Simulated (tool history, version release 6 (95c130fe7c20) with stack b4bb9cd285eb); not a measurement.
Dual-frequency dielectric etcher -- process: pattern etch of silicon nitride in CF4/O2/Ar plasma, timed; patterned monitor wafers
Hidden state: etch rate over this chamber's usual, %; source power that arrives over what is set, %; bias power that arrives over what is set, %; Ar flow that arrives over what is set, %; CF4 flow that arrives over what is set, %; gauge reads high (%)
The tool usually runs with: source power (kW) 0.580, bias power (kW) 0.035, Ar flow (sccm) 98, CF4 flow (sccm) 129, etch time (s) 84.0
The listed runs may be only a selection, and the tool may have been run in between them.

run    hour  source power (kW)  bias power (kW)  Ar flow (sccm)  CF4 flow (sccm)  etch time (s)  wafers since the last listed run  hours since the last wet clean  hours since the last source power generator calibration  hours since the last bias power generator calibration  hours since the last Ar flow controller change  hours since the last CF4 flow controller change  hours since the last upper electrode change  hours since the gauge calibration  read-back reference wafer on the same gauge, depth_nm  mean etch depth across the wafer (nm)
  1     0.0              0.580            0.035              98              129           84.0                                 0                            38.9                                                   2885.2                                                 2179.9                                          1871.9                                           3610.6                                       2340.0                             1844.1                                                  181.6                                  170.0
  2    27.3              0.580            0.035              98              129           84.0                               335                            66.2                                                   2912.5                                                 2207.2                                          1899.2                                           3637.9                                       2367.3                             1871.4                                                  181.9                                  169.6
  3   192.9              0.580            0.035              98              129           84.0                              2036                           231.8                                                   3078.1                                                 2372.8                                          2064.8                                           3803.5                                       2532.9                             2037.0                                                  182.2                                  169.0
      232.6  -- gauge calibrated
  4   234.2              0.580            0.035              98              129           84.0                               507                           273.1                                                   3119.4                                                 2414.1                                          2106.1                                           3844.8                                       2574.2                                1.6                                                  182.1                                  169.3
  5   264.2              0.580            0.035              98              129           84.0                               368                           303.1                                                   3149.4                                                 2444.1                                          2136.1                                           3874.8                                       2604.2                               31.6                                                  182.2                                  169.1
  6   309.8              0.680            0.035              98              129           84.0                               560                           348.7                                                   3195.0                                                 2489.7                                          2181.7                                           3920.4                                       2649.8                               77.2                                                  182.0                                  191.3
  7   356.0              0.460            0.035              80              110          108.5                               568                           394.9                                                   3241.2                                                 2535.9                                          2227.9                                           3966.6                                       2696.0                              123.4                                                  182.0                                  184.1
  8   436.6              0.580            0.026             118              129           91.0                               991                           475.5                                                   3321.8                                                 2616.5                                          2308.5                                           4047.2                                       2776.6                              204.0                                                  181.9                                  164.7
      452.1  -- bias power generator calibrated
  9   461.3              0.580            0.035              98              114           84.0                               254                           500.2                                                   3346.5                                                    9.2                                          2333.2                                           4071.9                                       2801.3                              228.7                                                  182.0                                  166.0
      533.4  -- upper electrode replaced
      543.9  -- wet clean of the chamber
 10   634.3              0.630            0.035              85              117           84.0                              1703                            90.4                                                   3519.5                                                  182.2                                          2506.2                                           4244.9                                        100.9                              401.7                                                  182.2                                  179.0
      645.7  -- Ar flow controller replaced
 11   695.9              0.580            0.035              98              129           84.0                               683                           152.0                                                   3581.1                                                  243.8                                            50.2                                           4306.5                                        162.5                              463.3                                                  182.1                                  168.6
      748.6  -- CF4 flow controller replaced
      760.1  -- source power generator calibrated
 12   760.6              0.580            0.035              78              129           84.0                               672                           216.7                                                      0.5                                                  308.5                                           114.9                                             12.0                                        227.2                              528.0                                                  182.0                                  175.9
 13   827.5              0.580            0.035              98              115           73.5                               822                           283.6                                                     67.4                                                  375.4                                           181.8                                             78.9                                        294.1                              594.9                                                  182.3                                  149.8
 14   886.4              0.580            0.027              98              108           84.0                               724                           342.5                                                    126.3                                                  434.3                                           240.7                                            137.8                                        353.0                              653.8                                                  182.0                                  158.8
 15   953.5              0.580            0.035              98              159           84.0                               825                           409.6                                                    193.4                                                  501.4                                           307.8                                            204.9                                        420.1                              720.9                                                  182.0                                  178.6
 16   996.1              0.580            0.035              98              129           84.0                               523                           452.2                                                    236.0                                                  544.0                                           350.4                                            247.5                                        462.7                              763.5                                                  182.2                                  173.2
 17  1025.9              0.580            0.035              98              120           84.0                               366                           482.0                                                    265.8                                                  573.8                                           380.2                                            277.3                                        492.5                              793.3                                                  182.1                                  172.3
 18  1060.4              0.580            0.035              98              129           84.0                               424                           516.5                                                    300.3                                                  608.3                                           414.7                                            311.8                                        527.0                              827.8                                                  181.9                                  173.5
     1088.9  -- wet clean of the chamber
 19  1089.4              0.580            0.035              98              144           84.0                                61                             0.5                                                    329.3                                                  637.3                                           443.7                                            340.8                                        556.0                              856.8                                                  181.9                                  176.2
 20  1117.5              0.580            0.035             110              129           84.0                               345                            28.6                                                    357.4                                                  665.4                                           471.8                                            368.9                                        584.1                              884.9                                                  182.0                                  171.9
 21  1146.4              0.680            0.035              81              150           70.0                               355                            57.5                                                    386.3                                                  694.3                                           500.7                                            397.8                                        613.0                              913.8                                                  182.0                                  168.4
 22  1170.6              0.580            0.035              98              129           84.0                               297                            81.7                                                    410.5                                                  718.5                                           524.9                                            422.0                                        637.2                              938.0                                                  181.7                                  173.1

Predict each of these 3 candidate next runs independently; none follows another, all start after run 22:
  A  1171.0              0.580            0.035              98              129           84.0                                 4                            82.1                                                    410.9                                                  718.9                                           525.3                                            422.4                                        637.6                              938.4                                                      ?                                      ?
  B  1171.0              0.580            0.038              98              148           84.0                                 4                            82.1                                                    410.9                                                  718.9                                           525.3                                            422.4                                        637.6                              938.4                                                      ?                                      ?
  C  1171.0              0.580            0.041              98              129           84.0                                 4                            82.1                                                    410.9                                                  718.9                                           525.3                                            422.4                                        637.6                              938.4                                                      ?                                      ?

run  read-back reference wafer on the same gauge, depth_nm  mean etch depth across the wafer (nm)
  A                                                  181.9                                  172.8
  B                                                  181.9                                  179.7
  C                                                  181.9                                  180.5
With no hidden state in the tool, these same runs would have given:
run  mean etch depth across the wafer (nm)
  A                                  173.1
  B                                  180.0
  C                                  180.8

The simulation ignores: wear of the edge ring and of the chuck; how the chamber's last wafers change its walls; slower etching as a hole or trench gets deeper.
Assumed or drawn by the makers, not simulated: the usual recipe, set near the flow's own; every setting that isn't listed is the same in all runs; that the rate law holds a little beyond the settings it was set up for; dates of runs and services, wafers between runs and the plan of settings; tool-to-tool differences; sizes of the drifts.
